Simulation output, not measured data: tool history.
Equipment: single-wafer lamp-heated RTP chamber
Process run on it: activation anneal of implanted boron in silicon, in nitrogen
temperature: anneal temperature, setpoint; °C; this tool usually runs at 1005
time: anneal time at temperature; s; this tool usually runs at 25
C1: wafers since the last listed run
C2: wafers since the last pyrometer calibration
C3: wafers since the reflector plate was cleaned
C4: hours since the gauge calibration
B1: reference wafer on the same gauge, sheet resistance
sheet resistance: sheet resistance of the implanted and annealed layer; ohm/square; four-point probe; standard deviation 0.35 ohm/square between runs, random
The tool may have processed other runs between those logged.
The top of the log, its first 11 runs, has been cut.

run 12 day=30.296 | temperature=1005 time=25 | C1=1349 C2=2132 C3=6885 C4=1400.1 | B1=210.99 | sheet_resistance=188.18
run 13 day=33.475 | temperature=1005 time=25 | C1=1516 C2=3648 C3=8401 C4=1476.4 | B1=211.02 | sheet_resistance=188.63
run 14 day=35.725 | temperature=1005 time=25 | C1=1072 C2=4721 C3=9474 C4=1530.4 | B1=211 | sheet_resistance=188.86
run 15 day=37.446 | temperature=1005 time=20 | C1=820 C2=5542 C3=10295 C4=1571.7 | B1=211 | sheet_resistance=189.09
-- day=41.392 reflector plate cleaned
run 16 day=41.412 | temperature=1005 time=31 | C1=1732 C2=7274 C3=10 C4=1666.9 | B1=211.04 | sheet_resistance=189.02
-- day=43.25 gauge calibrated
run 17 day=43.712 | temperature=994 time=31 | C1=1096 C2=8371 C3=1107 C4=11.1 | B1=211.02 | sheet_resistance=191.43
run 18 day=46.646 | temperature=991 time=25 | C1=1398 C2=9770 C3=2506 C4=81.5 | B1=211.08 | sheet_resistance=193
-- day=48.3 pyrometer window cleaned and pyrometer calibrated
run 19 day=49.1 | temperature=1005 time=25 | C1=1011 C2=382 C3=3517 C4=140.4 | B1=210.95 | sheet_resistance=189.32
run 20 day=52.008 | temperature=1033 time=25 | C1=1386 C2=1769 C3=4904 C4=210.2 | B1=210.95 | sheet_resistance=186.12
run 21 day=55.35 | temperature=981 time=35 | C1=1593 C2=3362 C3=6498 C4=290.4 | B1=211.03 | sheet_resistance=193.9
run 22 day=57.962 | temperature=985 time=25 | C1=1245 C2=4608 C3=7743 C4=353.1 | B1=211.02 | sheet_resistance=193.21
run 23 day=59.633 | temperature=1005 time=19 | C1=796 C2=5405 C3=8540 C4=393.2 | B1=211.03 | sheet_resistance=189.6
run 24 day=61.725 | temperature=983 time=12 | C1=997 C2=6402 C3=9538 C4=443.4 | B1=210.94 | sheet_resistance=196.93
run 25 day=64.496 | temperature=1005 time=25 | C1=1321 C2=7724 C3=10859 C4=509.9 | B1=211.07 | sheet_resistance=188.96
-- day=66.833 reflector plate cleaned
run 26 day=67.629 | temperature=1022 time=34 | C1=1335 C2=9059 C3=379 C4=585.1 | B1=210.88 | sheet_resistance=185.92
run 27 day=70.65 | temperature=1021 time=31 | C1=1440 C2=10499 C3=1820 C4=657.6 | B1=210.98 | sheet_resistance=187.1
-- day=71.004 pyrometer window cleaned and pyrometer calibrated
run 28 day=80.692 | temperature=986 time=19 | C1=4629 C2=4620 C3=6449 C4=898.6 | B1=210.97 | sheet_resistance=194.95
run 29 day=84.408 | temperature=1005 time=25 | C1=1772 C2=6393 C3=8222 C4=987.8 | B1=211.02 | sheet_resistance=189.09
run 30 day=86.321 | temperature=1026 time=14 | C1=912 C2=7305 C3=9134 C4=1033.7 | B1=211.06 | sheet_resistance=187.15
run 31 day=89.246 | temperature=1005 time=17 | C1=1394 C2=8699 C3=10529 C4=1103.9 | B1=210.97 | sheet_resistance=188.92
run 32 day=92.225 | temperature=987 time=19 | C1=1420 C2=10120 C3=11949 C4=1175.4 | B1=211 | sheet_resistance=193.03
run 33 day=95.212 | temperature=1022 time=21 | C1=1424 C2=11545 C3=13374 C4=1247.1 | B1=211.02 | sheet_resistance=187
-- day=96.512 reflector plate cleaned
run 34 day=97.6 | temperature=976 time=20 | C1=979 C2=12524 C3=519 C4=1304.4 | B1=211 | sheet_resistance=202.1
-- day=97.975 pyrometer window cleaned and pyrometer calibrated
run 35 day=99.654 | temperature=1023 time=35 | C1=820 C2=801 C3=1340 C4=1353.7 | B1=211.01 | sheet_resistance=186.05

5 options for the next run, each taken on its own from the tool as it stands now. Forecast them:
run A day=99.671 | temperature=1005 time=25 | C1=7 C2=809 C3=1348 C4=1354.1 | B1=? | sheet_resistance=?
run B day=99.671 | temperature=1005 time=15 | C1=7 C2=809 C3=1348 C4=1354.1 | B1=? | sheet_resistance=?
run C day=99.671 | temperature=1031 time=35 | C1=7 C2=809 C3=1348 C4=1354.1 | B1=? | sheet_resistance=?
run D day=99.671 | temperature=1017 time=33 | C1=7 C2=809 C3=1348 C4=1354.1 | B1=? | sheet_resistance=?
run E day=99.671 | temperature=1015 time=15 | C1=7 C2=809 C3=1348 C4=1354.1 | B1=? | sheet_resistance=?

run=A B1=210.92 sheet_resistance=189.37
run=B B1=210.92 sheet_resistance=190.53
run=C B1=210.92 sheet_resistance=185.6
run=D B1=210.92 sheet_resistance=187.11
run=E B1=210.92 sheet_resistance=188.97
With no hidden state in the tool, these same runs would have given:
run=A sheet_resistance=189.64
run=B sheet_resistance=190.85
run=C sheet_resistance=185.73
run=D sheet_resistance=187.27
run=E sheet_resistance=189.16

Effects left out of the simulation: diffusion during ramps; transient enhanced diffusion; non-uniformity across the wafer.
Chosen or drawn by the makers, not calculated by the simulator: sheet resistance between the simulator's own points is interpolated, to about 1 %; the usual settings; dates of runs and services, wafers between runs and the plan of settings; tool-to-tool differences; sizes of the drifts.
